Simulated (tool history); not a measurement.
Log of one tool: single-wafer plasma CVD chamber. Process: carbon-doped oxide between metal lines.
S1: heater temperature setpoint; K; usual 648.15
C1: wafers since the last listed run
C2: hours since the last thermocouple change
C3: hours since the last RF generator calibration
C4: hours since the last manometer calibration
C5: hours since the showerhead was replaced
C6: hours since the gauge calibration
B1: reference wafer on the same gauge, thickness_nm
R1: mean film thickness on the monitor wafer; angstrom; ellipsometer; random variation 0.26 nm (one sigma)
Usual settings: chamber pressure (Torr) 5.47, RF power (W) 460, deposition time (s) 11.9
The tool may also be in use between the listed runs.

run 1 hour=0 | S1=648.15 chamber_pressure_(Torr)=5.95 RF_power_(W)=460 deposition_time_(s)=10.6 | C1=0 C2=1788.8 C3=180.9 C4=2880.7 C5=6906.5 C6=2324.8 | B1=43.113 | R1=440.23
-- hour=36.4 gauge calibrated
run 2 hour=70.7 | S1=648.15 chamber_pressure_(Torr)=5.95 RF_power_(W)=460 deposition_time_(s)=10.6 | C1=2548 C2=1859.5 C3=251.6 C4=2951.4 C5=6977.2 C6=34.3 | B1=43.143 | R1=437.53
-- hour=82.1 capacitance manometer re-zeroed and calibrated
-- hour=103.5 thermocouple changed; heater temperature recalibrated
run 3 hour=104.4 | S1=648.15 chamber_pressure_(Torr)=5.95 RF_power_(W)=460 deposition_time_(s)=10.6 | C1=638 C2=0.9 C3=285.3 C4=22.3 C5=7010.9 C6=68 | B1=43.154 | R1=442.9
run 4 hour=134.6 | S1=648.15 chamber_pressure_(Torr)=5.47 RF_power_(W)=460 deposition_time_(s)=11.9 | C1=1088 C2=31.1 C3=315.5 C4=52.5 C5=7041.1 C6=98.2 | B1=43.091 | R1=493.67
run 5 hour=186.6 | S1=648.15 chamber_pressure_(Torr)=5.47 RF_power_(W)=460 deposition_time_(s)=11.9 | C1=1874 C2=83.1 C3=367.5 C4=104.5 C5=7093.1 C6=150.2 | B1=43.121 | R1=487.33
run 6 hour=232.5 | S1=658.15 chamber_pressure_(Torr)=5.47 RF_power_(W)=460 deposition_time_(s)=11.9 | C1=1654 C2=129 C3=413.4 C4=150.4 C5=7139 C6=196.1 | B1=43.115 | R1=476.3
-- hour=259 RF generator calibrated, repeated, since the last time left the tool worse
run 7 hour=288.8 | S1=648.15 chamber_pressure_(Torr)=6.46 RF_power_(W)=460 deposition_time_(s)=9.6 | C1=1741 C2=185.3 C3=29.8 C4=206.7 C5=7195.3 C6=252.4 | B1=43.123 | R1=430.51
-- hour=326.7 showerhead replaced
run 8 hour=352 | S1=648.15 chamber_pressure_(Torr)=5.92 RF_power_(W)=535 deposition_time_(s)=11.9 | C1=1989 C2=248.5 C3=93 C4=269.9 C5=25.3 C6=315.6 | B1=43.114 | R1=607.05
run 9 hour=401.2 | S1=648.15 chamber_pressure_(Torr)=4.22 RF_power_(W)=460 deposition_time_(s)=11.9 | C1=1773 C2=297.7 C3=142.2 C4=319.1 C5=74.5 C6=364.8 | B1=43.027 | R1=518.55
run 10 hour=464.1 | S1=648.15 chamber_pressure_(Torr)=5.47 RF_power_(W)=500 deposition_time_(s)=12.7 | C1=2267 C2=360.6 C3=205.1 C4=382 C5=137.4 C6=427.7 | B1=43.145 | R1=606.12
run 11 hour=530.3 | S1=648.15 chamber_pressure_(Torr)=5.47 RF_power_(W)=460 deposition_time_(s)=11.9 | C1=2386 C2=426.8 C3=271.3 C4=448.2 C5=203.6 C6=493.9 | B1=43.079 | R1=527.4
run 12 hour=588.5 | S1=648.15 chamber_pressure_(Torr)=5.84 RF_power_(W)=460 deposition_time_(s)=11.9 | C1=2097 C2=485 C3=329.5 C4=506.4 C5=261.8 C6=552.1 | B1=43.11 | R1=525.58
run 13 hour=617 | S1=648.15 chamber_pressure_(Torr)=5.47 RF_power_(W)=460 deposition_time_(s)=13.2 | C1=1027 C2=513.5 C3=358 C4=534.9 C5=290.3 C6=580.6 | B1=43.111 | R1=583.39
run 14 hour=641.1 | S1=648.15 chamber_pressure_(Torr)=5.47 RF_power_(W)=500 deposition_time_(s)=9.6 | C1=868 C2=537.6 C3=382.1 C4=559 C5=314.4 C6=604.7 | B1=43.139 | R1=456.09
run 15 hour=696.9 | S1=648.15 chamber_pressure_(Torr)=5.91 RF_power_(W)=460 deposition_time_(s)=11 | C1=2011 C2=593.4 C3=437.9 C4=614.8 C5=370.2 C6=660.5 | B1=43.126 | R1=487.49
run 16 hour=745.8 | S1=648.15 chamber_pressure_(Torr)=4.34 RF_power_(W)=500 deposition_time_(s)=11.9 | C1=1762 C2=642.3 C3=486.8 C4=663.7 C5=419.1 C6=709.4 | B1=43.158 | R1=549.14
run 17 hour=778.2 | S1=648.15 chamber_pressure_(Torr)=5.47 RF_power_(W)=460 deposition_time_(s)=11.9 | C1=1167 C2=674.7 C3=519.2 C4=696.1 C5=451.5 C6=741.8 | B1=43.056 | R1=524.14
run 18 hour=803.7 | S1=648.15 chamber_pressure_(Torr)=5.47 RF_power_(W)=460 deposition_time_(s)=11.9 | C1=919 C2=700.2 C3=544.7 C4=721.6 C5=477 C6=767.3 | B1=43.069 | R1=520.26
run 19 hour=849.3 | S1=648.15 chamber_pressure_(Torr)=4.31 RF_power_(W)=430 deposition_time_(s)=13.6 | C1=1643 C2=745.8 C3=590.3 C4=767.2 C5=522.6 C6=812.9 | B1=43.081 | R1=542.85
run 20 hour=905.3 | S1=648.15 chamber_pressure_(Torr)=5.47 RF_power_(W)=460 deposition_time_(s)=11.9 | C1=2018 C2=801.8 C3=646.3 C4=823.2 C5=578.6 C6=868.9 | B1=43.089 | R1=518.32
run 21 hour=972.8 | S1=648.15 chamber_pressure_(Torr)=6.66 RF_power_(W)=505 deposition_time_(s)=11.9 | C1=2433 C2=869.3 C3=713.8 C4=890.7 C5=646.1 C6=936.4 | B1=43.089 | R1=574.03
run 22 hour=1024 | S1=648.15 chamber_pressure_(Torr)=4.7 RF_power_(W)=400 deposition_time_(s)=11.9 | C1=1845 C2=920.5 C3=765 C4=941.9 C5=697.3 C6=987.6 | B1=43.093 | R1=439.24
run 23 hour=1072.1 | S1=648.15 chamber_pressure_(Torr)=5.47 RF_power_(W)=460 deposition_time_(s)=9.5 | C1=1733 C2=968.6 C3=813.1 C4=990 C5=745.4 C6=1035.7 | B1=43.105 | R1=416.87
run 24 hour=1142.2 | S1=633.15 chamber_pressure_(Torr)=6.22 RF_power_(W)=505 deposition_time_(s)=9.6 | C1=2526 C2=1038.7 C3=883.2 C4=1060.1 C5=815.5 C6=1105.8 | B1=43.091 | R1=475.51
run 25 hour=1180.7 | S1=656.15 chamber_pressure_(Torr)=5.47 RF_power_(W)=460 deposition_time_(s)=10.6 | C1=1387 C2=1077.2 C3=921.7 C4=1098.6 C5=854 C6=1144.3 | B1=43.105 | R1=449.79
run 26 hour=1376.7 | S1=659.15 chamber_pressure_(Torr)=5.47 RF_power_(W)=490 deposition_time_(s)=11.9 | C1=7065 C2=1273.2 C3=1117.7 C4=1294.6 C5=1050 C6=1340.3 | B1=43.066 | R1=536.7

Forecast run 27:
run 27 hour=1417.5 | S1=642.15 chamber_pressure_(Torr)=5.47 RF_power_(W)=540 deposition_time_(s)=11.9 | C1=1470 C2=1314 C3=1158.5 C4=1335.4 C5=1090.8 C6=1381.1 | B1=? | R1=?

Run 27 gave B1 43.06, R1 601.97 angstrom.
Without the tool's hidden state the same run would have given R1 622.56 angstrom.

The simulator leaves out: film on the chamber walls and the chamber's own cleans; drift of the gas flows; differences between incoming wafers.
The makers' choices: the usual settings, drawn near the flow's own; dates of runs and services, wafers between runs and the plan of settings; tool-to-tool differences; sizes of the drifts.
